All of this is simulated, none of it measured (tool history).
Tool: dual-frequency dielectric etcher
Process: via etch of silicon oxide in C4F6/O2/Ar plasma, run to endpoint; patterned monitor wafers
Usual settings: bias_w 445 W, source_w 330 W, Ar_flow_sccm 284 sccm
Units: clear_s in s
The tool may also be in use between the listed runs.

run,day,bias_w,source_w,Ar_flow_sccm,wafers since the last listed run,hours since the last wet clean,hours since the last bias power generator calibration,hours since the last source power generator calibration,hours since the last Ar flow controller change,hours since the last upper electrode change,"incoming incoming film thickness, nm",clear_s
1,0,445,330,284,0,187.9,3807.5,3466.7,2674.8,4647,128.6,31.9
2,0.583,445,330,284,239,201.9,3821.5,3480.7,2688.8,4661,129.4,32.2
3,1.746,445,330,284,477,229.8,3849.4,3508.6,2716.7,4688.9,129.1,32.1
4,3,445,330,284,515,259.9,3879.5,3538.7,2746.8,4719,127.2,31.7
5,3.562,534,330,284,230,273.4,3893,3552.2,2760.3,4732.5,129.3,30.3
# day 4.112: bias power generator calibrated
6,4.425,445,330,252,285,294.1,7.5,3572.9,2781,4753.2,129.2,32.1
7,5.108,445,330,252,280,310.5,23.9,3589.3,2797.4,4769.6,130.1,32.4
# day 5.9: Ar flow controller replaced
8,6.596,445,330,284,508,346.2,59.6,3625,16.7,4805.3,128.1,32.2
9,7.5,445,330,284,371,367.9,81.3,3646.7,38.4,4827,129.1,32.7
10,8.275,445,330,284,318,386.5,99.9,3665.3,57,4845.6,128.3,32.5
11,9.117,378,310,328,345,406.7,120.1,3685.5,77.2,4865.8,129.9,37
12,10.446,393,300,284,545,438.6,152,3717.4,109.1,4897.7,127.7,36.1
13,11.692,400,410,216,511,468.5,181.9,3747.3,139,4927.6,127.7,29.3
14,12.238,482,300,225,224,481.6,195,3760.4,152.1,4940.7,127.7,32.4
# day 13.262: wet clean of the chamber
15,13.329,493,300,227,37,1.6,221.2,3786.6,178.3,4966.9,128.3,30.9
16,13.896,379,350,311,232,15.2,234.8,3800.2,191.9,4980.5,128.5,32.9
17,15.079,445,330,284,485,43.6,263.2,3828.6,220.3,5008.9,128.3,31.1

Predict the results of run 18:
# day 16.196: source power generator calibrated
# day 17.175: upper electrode replaced
18,17.196,479,330,284,399,94.4,314,24,271.1,0.5,129.3,?

{"run 18": {"clear_s": 31.3}}
The same run, on a tool lacking any hidden state, would have yielded clear_s 30.8 s.

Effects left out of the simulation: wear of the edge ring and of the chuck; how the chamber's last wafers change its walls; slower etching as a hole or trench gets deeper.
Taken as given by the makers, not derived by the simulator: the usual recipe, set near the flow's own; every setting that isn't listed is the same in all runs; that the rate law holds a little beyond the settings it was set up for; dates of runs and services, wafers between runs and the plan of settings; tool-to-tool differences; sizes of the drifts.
